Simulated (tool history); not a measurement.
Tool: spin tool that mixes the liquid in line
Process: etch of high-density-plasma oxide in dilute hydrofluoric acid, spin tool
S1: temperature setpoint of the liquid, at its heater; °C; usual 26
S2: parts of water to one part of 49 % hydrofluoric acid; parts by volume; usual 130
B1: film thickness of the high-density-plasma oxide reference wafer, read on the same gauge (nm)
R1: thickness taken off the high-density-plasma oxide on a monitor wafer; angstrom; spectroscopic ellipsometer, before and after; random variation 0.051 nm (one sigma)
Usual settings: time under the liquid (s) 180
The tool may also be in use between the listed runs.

Run 1, hour 0: usual settings but time under the liquid (s) 130; B1 119.97. Result: R1 50.4 angstrom.
Run 2, hour 73: usual settings but time under the liquid (s) 130; B1 120.04. Result: R1 50.2 angstrom.
Run 3, hour 155.9: usual settings but time under the liquid (s) 130; B1 120.02. Result: R1 50.4 angstrom.
Run 4, hour 208.8: usual settings but time under the liquid (s) 115; B1 120.04. Result: R1 44.8 angstrom.
Run 5, hour 252.3: usual settings; B1 119.98. Result: R1 69.4 angstrom.
Run 6, hour 308.7: usual settings; B1 119.98. Result: R1 70.3 angstrom.
At hour 400: hydrofluoric acid flow meter replaced.
Run 7, hour 406.4: usual settings; B1 119.95. Result: R1 69.5 angstrom.
Run 8, hour 449.3: usual settings but S2 170 parts by volume; B1 119.96. Result: R1 50.3 angstrom.
Run 9, hour 538.7: usual settings but S2 170 parts by volume; B1 119.96. Result: R1 50.4 angstrom.
Run 10, hour 625.5: usual settings but S1 23.5 °C, S2 150 parts by volume, time under the liquid (s) 85; B1 119.96. Result: R1 25.3 angstrom.
Run 11, hour 687.8: usual settings but S1 29 °C, S2 100 parts by volume, time under the liquid (s) 110; B1 119.98. Result: R1 64.6 angstrom.
Run 12, hour 785.7: usual settings but S1 29.5 °C, time under the liquid (s) 85; B1 119.95. Result: R1 37.6 angstrom.
At hour 792.2: thermometer replaced.
Run 13, hour 842.5: usual settings but S1 29 °C, S2 170 parts by volume; B1 120.01. Result: R1 56.2 angstrom.
Run 14, hour 904.1: usual settings but time under the liquid (s) 140; B1 119.99. Result: R1 53.1 angstrom.
At hour 943.9: gauge calibrated.
Run 15, hour 958.2: usual settings; B1 119.97. Result: R1 69.3 angstrom.
Run 16, hour 1056.7: usual settings but time under the liquid (s) 130; B1 119.99. Result: R1 50.3 angstrom.
Run 17, hour 1121.3: usual settings but S1 30 °C, S2 75 parts by volume; B1 120.02. Result: R1 152.1 angstrom.
Run 18, hour 1214.2: usual settings but S1 29.5 °C, time under the liquid (s) 140; B1 119.99. Result: R1 60.9 angstrom.
Run 19, hour 1280.3: usual settings; B1 119.96. Result: R1 69.2 angstrom.

3 ways to go on from here, each from the tool as it stands after run 19. What would each give?
Run A, hour 1280.8: usual settings but S1 21 °C; B1 ?. Result: R1 ?.
Run B, hour 1280.8: usual settings but S2 155 parts by volume, time under the liquid (s) 285; B1 ?. Result: R1 ?.
Run C, hour 1280.8: usual settings but S2 170 parts by volume, time under the liquid (s) 245; B1 ?. Result: R1 ?.

run      B1    R1
  A  119.98  57.5
  B  119.98    90
  C  119.98  69.3
Without the tool's hidden state the same runs would have given:
run    R1
  A  57.5
  B    90
  C  69.3
